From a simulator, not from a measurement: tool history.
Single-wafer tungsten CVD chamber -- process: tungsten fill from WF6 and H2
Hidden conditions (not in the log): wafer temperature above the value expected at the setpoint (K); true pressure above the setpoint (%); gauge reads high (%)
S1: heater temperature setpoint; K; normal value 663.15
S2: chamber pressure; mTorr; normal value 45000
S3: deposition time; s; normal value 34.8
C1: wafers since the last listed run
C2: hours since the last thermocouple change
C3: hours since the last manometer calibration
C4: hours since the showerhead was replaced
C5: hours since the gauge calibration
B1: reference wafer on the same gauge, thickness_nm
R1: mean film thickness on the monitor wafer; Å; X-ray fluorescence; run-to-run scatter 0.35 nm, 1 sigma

run,hour,S1,S2,S3,C1,C2,C3,C4,C5,B1,R1
1,0.0,663.15,45000,34.8,0,1157.3,1051.1,3785.1,755.4,132.983,1146.30
2,54.5,663.15,45000,34.8,1426,1211.8,1105.6,3839.6,809.9,132.988,1140.01
3,134.1,663.15,45000,34.8,2084,1291.4,1185.2,3919.2,889.5,133.007,1139.21
4,231.9,663.15,45000,29.5,2560,1389.2,1283.0,4017.0,987.3,133.005,967.64
5,322.9,663.15,45000,29.5,2382,1480.2,1374.0,4108.0,1078.3,132.843,970.58
6,414.9,663.15,45000,34.8,2408,1572.2,1466.0,4200.0,1170.3,132.998,1145.62
7,472.5,663.15,45000,34.8,1508,1629.8,1523.6,4257.6,1227.9,132.929,1143.06
8,565.8,663.15,45000,34.8,2442,1723.1,1616.9,4350.9,1321.2,133.066,1143.89
9,889.4,663.15,45000,34.8,8472,2046.7,1940.5,4674.5,1644.8,132.989,1150.54
10,983.9,663.15,45000,34.8,2474,2141.2,2035.0,4769.0,1739.3,133.036,1150.20
# hour 1086.8: thermocouple changed; heater temperature recalibrated
11,1087.3,663.15,45000,34.8,2497,0.5,2138.4,4872.4,1842.7,132.970,1150.80
# hour 1186.4: capacitance manometer re-zeroed and calibrated
12,1186.9,663.15,49000,31.3,2398,100.1,0.5,4972.0,1942.3,132.939,1066.81
13,1249.2,657.15,45000,32.0,1631,162.4,62.8,5034.3,2004.6,132.987,924.67
14,1327.5,663.15,45000,34.8,2050,240.7,141.1,5112.6,2082.9,133.068,1127.80
15,1463.2,648.15,38800,38.7,3552,376.4,276.8,5248.3,2218.6,133.032,855.48
# hour 1485.8: showerhead replaced, of another model than before
16,1560.1,674.15,52000,38.6,2327,473.3,373.7,74.3,2315.5,133.107,1592.63
17,1654.9,650.15,35000,38.4,2482,568.1,468.5,169.1,2410.3,132.932,889.03
18,1728.2,655.15,53100,34.8,1919,641.4,541.8,242.4,2483.6,133.001,1047.18
# hour 1729.9: gauge calibrated
19,1824.6,675.15,45000,34.8,2524,737.8,638.2,338.8,94.7,133.109,1364.51
20,1923.7,663.15,45000,34.8,2594,836.9,737.3,437.9,193.8,133.008,1124.38
21,2003.6,677.15,45000,28.1,2091,916.8,817.2,517.8,273.7,133.122,1142.07
22,2086.9,650.15,45000,34.8,2181,1000.1,900.5,601.1,357.0,133.036,900.08
23,2174.0,649.15,33900,32.0,2280,1087.2,987.6,688.2,444.1,133.012,722.11
24,2260.3,673.15,37400,39.4,2259,1173.5,1073.9,774.5,530.4,132.923,1401.55

How the hidden state differs across the entries between the runs, from the last listed run before each to the first after it:
After run 10, before run 11: thermocouple changed; heater temperature recalibrated (hour 1086.8)
  true pressure above the setpoint (%): 4.24 -> 4.27
  difference, measured minus the result without the unlogged condition, R1: +33.89 -> +34.13 Å
After run 11, before run 12: capacitance manometer re-zeroed and calibrated (hour 1186.4)
  true pressure above the setpoint (%): 4.27 -> 0.129
  difference, measured minus the result without the unlogged condition, R1: +34.13 -> +0.97 Å
After run 15, before run 16: showerhead replaced, of another model than before (hour 1485.8)
  true pressure above the setpoint (%): 1.42 -> 1.76
  difference, measured minus the result without the unlogged condition, R1: +9.01 -> +11.23 Å
After run 18, before run 19: gauge calibrated (hour 1729.9)
  true pressure above the setpoint (%): 2.26 -> 2.49
  difference, measured minus the result without the unlogged condition, R1: +9.40 -> +13.86 Å

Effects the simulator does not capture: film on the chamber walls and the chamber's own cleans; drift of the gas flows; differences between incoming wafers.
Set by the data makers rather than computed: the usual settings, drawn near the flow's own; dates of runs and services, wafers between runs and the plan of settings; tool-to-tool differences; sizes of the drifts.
